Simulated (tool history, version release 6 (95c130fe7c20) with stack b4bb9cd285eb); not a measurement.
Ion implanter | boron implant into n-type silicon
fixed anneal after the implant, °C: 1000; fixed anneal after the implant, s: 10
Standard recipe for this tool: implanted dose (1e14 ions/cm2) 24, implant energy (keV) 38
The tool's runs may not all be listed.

run,hour,implanted dose (1e14 ions/cm2),implant energy (keV),wafers since the last listed run,hours since the last dose calibration,hours since the extraction supply was calibrated,hours since the gauge calibration,"read-back reference wafer on the same gauge, sheet resistance",sheet resistance of the implanted and annealed layer (ohm/square)
1,0,24,38,0,202.2,4010.9,1154.5,70.31,62.9
2,33,24,38,654,235.2,4043.9,1187.5,70.29,62.53
3,72.2,24,38,777,274.4,4083.1,1226.7,70.3,62.75
4,119.2,24,46.5,932,321.4,4130.1,1273.7,70.21,60.83
5,148.8,24,46.5,587,351,4159.7,1303.3,70.21,60.4
6,205.8,18.9,38,1130,408,4216.7,1360.3,70.23,72.74
7,260.6,18.9,38,1087,462.8,4271.5,1415.1,70.15,72.65
8,327.6,18.51,35,1329,529.8,4338.5,1482.1,70.16,74.22
# hour 361.3: Faraday cup replaced and dose calibrated
9,370.8,18.51,35,698,9.5,4381.7,1525.3,70.12,74.3
10,410.5,24,27.5,787,49.2,4421.4,1565,70.12,66.47
11,449.3,24,27.5,769,88,4460.2,1603.8,70.11,66.27
12,511.2,24,38,1228,149.9,4522.1,1665.7,70.1,62.54
13,551.8,24,38,805,190.5,4562.7,1706.3,70.08,62.76
14,614.6,24,38,1246,253.3,4625.5,1769.1,70.07,62.52
15,672.1,24,38,1140,310.8,4683,1826.6,70.05,62.54
16,701.5,24,30.5,583,340.2,4712.4,1856,70.04,64.84
17,737.1,24,30.5,706,375.8,4748,1891.6,70.03,64.76
18,797.3,29.68,44,1194,436,4808.2,1951.8,70.02,53.64
# hour 815.1: Faraday cup replaced and dose calibrated
19,857.4,28.47,41.5,1033,42.3,4868.3,2011.9,69.97,55.38
# hour 869.4: gauge calibrated
20,885.6,20.23,38,559,70.5,4896.5,16.2,72.22,71.49
21,949.1,19.4,48,1259,134,4960,79.7,72.05,71.71
# hour 974.6: extraction supply calibrated
22,975.1,30.8,30.5,357,160,0.5,105.7,71.94,59.37
23,1017.1,21.74,45,833,202,42.5,147.7,71.85,66.65
24,1084.6,24,38,1339,269.5,110,215.2,71.7,63.56
25,1137.8,29.52,46,1055,322.7,163.2,268.4,71.5,54.68
26,1176,24,38,757,360.9,201.4,306.6,71.44,63.64
27,1244.2,19.16,38,1353,429.1,269.6,374.8,71.26,72.81
# hour 1298: Faraday cup replaced and dose calibrated
28,1309.9,18.47,33.5,1144,11.9,335.3,440.5,71.15,75.96
29,1368.2,24,38,1156,70.2,393.6,498.8,71.07,63.24
30,1397.9,27.32,49.5,589,99.9,423.3,528.5,70.99,56.25
31,1434.2,20.51,38,720,136.2,459.6,564.8,71.01,69.75
32,1645.5,28.4,33.5,4192,347.5,670.9,776.1,70.68,58.9
33,1697.3,20.08,44,1027,399.3,722.7,827.9,70.64,69.15
34,1734.6,21.13,38,740,436.6,760,865.2,70.61,68.1
# hour 1755.5: Faraday cup replaced and dose calibrated
35,1775.7,30.12,43.5,656,20.2,801.1,906.3,70.57,54.02
36,1806.5,17.64,45.5,611,51,831.9,937.1,70.55,75.76

List, for all runs, the conditions of the tool that the log does not record:
deviation of the true dose from the Faraday cup's reading, %: 0 on each run
deviation of the true energy from its setpoint, %: 0 on each run
H1: gauge reads high (%)
run,H1
1,-2.63
2,-2.66
3,-2.69
4,-2.73
5,-2.75
6,-2.78
7,-2.81
8,-2.85
9,-2.87
10,-2.89
11,-2.91
12,-2.93
13,-2.95
14,-2.97
15,-2.99
16,-3
17,-3.01
18,-3.02
19,-3.04
20,0.0878
21,-0.209
22,-0.323
23,-0.497
24,-0.754
25,-0.938
26,-1.06
27,-1.26
28,-1.44
29,-1.58
30,-1.65
31,-1.73
32,-2.11
33,-2.19
34,-2.24
35,-2.29
36,-2.33
